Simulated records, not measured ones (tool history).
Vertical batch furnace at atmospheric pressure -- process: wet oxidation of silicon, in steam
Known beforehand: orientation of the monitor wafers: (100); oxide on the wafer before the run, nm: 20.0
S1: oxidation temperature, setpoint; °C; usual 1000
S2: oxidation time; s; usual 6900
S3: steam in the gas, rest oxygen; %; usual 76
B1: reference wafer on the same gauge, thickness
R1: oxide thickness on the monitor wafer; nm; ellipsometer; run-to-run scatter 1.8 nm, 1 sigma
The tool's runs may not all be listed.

run 1 hour=0.0 | S1=1000 S2=6900 S3=76 | B1=563.85 | R1=508.31
run 2 hour=20.0 | S1=1000 S2=6900 S3=76 | B1=565.10 | R1=509.78
run 3 hour=48.3 | S1=1000 S2=6900 S3=76 | B1=565.83 | R1=509.34
run 4 hour=64.3 | S1=1000 S2=6900 S3=76 | B1=565.39 | R1=507.84
run 5 hour=80.1 | S1=990 S2=6900 S3=76 | B1=565.50 | R1=477.55
run 6 hour=110.7 | S1=1000 S2=6900 S3=76 | B1=566.26 | R1=509.83
run 7 hour=143.9 | S1=1000 S2=6900 S3=76 | B1=567.34 | R1=510.97
run 8 hour=179.8 | S1=1000 S2=6900 S3=76 | B1=568.62 | R1=511.28
run 9 hour=204.5 | S1=1000 S2=5640 S3=76 | B1=568.84 | R1=447.74
run 10 hour=229.7 | S1=1000 S2=5640 S3=76 | B1=568.26 | R1=450.44
-- hour=279.0 steam generator serviced
run 11 hour=320.9 | S1=1014 S2=6900 S3=76 | B1=571.10 | R1=558.13
run 12 hour=333.9 | S1=1014 S2=6900 S3=76 | B1=572.15 | R1=557.97
-- hour=366.1 thermocouples replaced and temperature profile calibrated
run 13 hour=366.6 | S1=1014 S2=6900 S3=76 | B1=573.15 | R1=562.91
run 14 hour=388.5 | S1=1000 S2=6900 S3=76 | B1=572.58 | R1=515.98
run 15 hour=404.6 | S1=1000 S2=6900 S3=71 | B1=573.24 | R1=495.29
run 16 hour=430.0 | S1=1000 S2=6900 S3=71 | B1=575.05 | R1=494.42
run 17 hour=443.3 | S1=1024 S2=4500 S3=76 | B1=576.13 | R1=456.60
run 18 hour=456.9 | S1=1000 S2=6900 S3=66 | B1=575.93 | R1=469.84
run 19 hour=481.5 | S1=1000 S2=6900 S3=76 | B1=576.27 | R1=517.82
run 20 hour=495.5 | S1=1010 S2=8850 S3=86 | B1=576.69 | R1=694.64
run 21 hour=518.6 | S1=1011 S2=6900 S3=84 | B1=578.60 | R1=591.37
run 22 hour=545.0 | S1=986 S2=6900 S3=66 | B1=579.42 | R1=431.75
run 23 hour=566.8 | S1=1007 S2=5940 S3=76 | B1=579.58 | R1=496.60
-- hour=568.9 gauge calibrated
run 24 hour=579.6 | S1=1008 S2=9180 S3=67 | B1=564.62 | R1=587.44
run 25 hour=598.7 | S1=1000 S2=6900 S3=82 | B1=563.96 | R1=532.34
run 26 hour=632.1 | S1=988 S2=6900 S3=76 | B1=564.91 | R1=468.15
run 27 hour=665.7 | S1=1000 S2=6900 S3=76 | B1=564.11 | R1=510.37
run 28 hour=688.1 | S1=1000 S2=6900 S3=76 | B1=565.25 | R1=508.64
run 29 hour=708.5 | S1=1000 S2=6900 S3=76 | B1=564.50 | R1=508.70
run 30 hour=742.6 | S1=1000 S2=9420 S3=84 | B1=565.31 | R1=658.93
run 31 hour=775.3 | S1=1000 S2=6900 S3=76 | B1=565.29 | R1=506.24
run 32 hour=830.3 | S1=1020 S2=9300 S3=76 | B1=566.29 | R1=685.79

What if the next run were any one of these 5? Each begins from the tool's condition after run 32:
run A hour=836.1 | S1=1000 S2=3750 S3=76 | B1=? | R1=?
run B hour=836.1 | S1=979 S2=5130 S3=66 | B1=? | R1=?
run C hour=836.1 | S1=1000 S2=7890 S3=76 | B1=? | R1=?
run D hour=836.1 | S1=1000 S2=10350 S3=76 | B1=? | R1=?
run E hour=836.1 | S1=1020 S2=3840 S3=82 | B1=? | R1=?

run=A B1=565.57 R1=342.98
run=B B1=565.57 R1=329.42
run=C B1=565.57 R1=557.57
run=D B1=565.57 R1=660.73
run=E B1=565.57 R1=418.67
What these runs would have given with no unlogged condition in the tool:
run=A R1=341.77
run=B R1=328.26
run=C R1=555.62
run=D R1=658.41
run=E R1=417.20
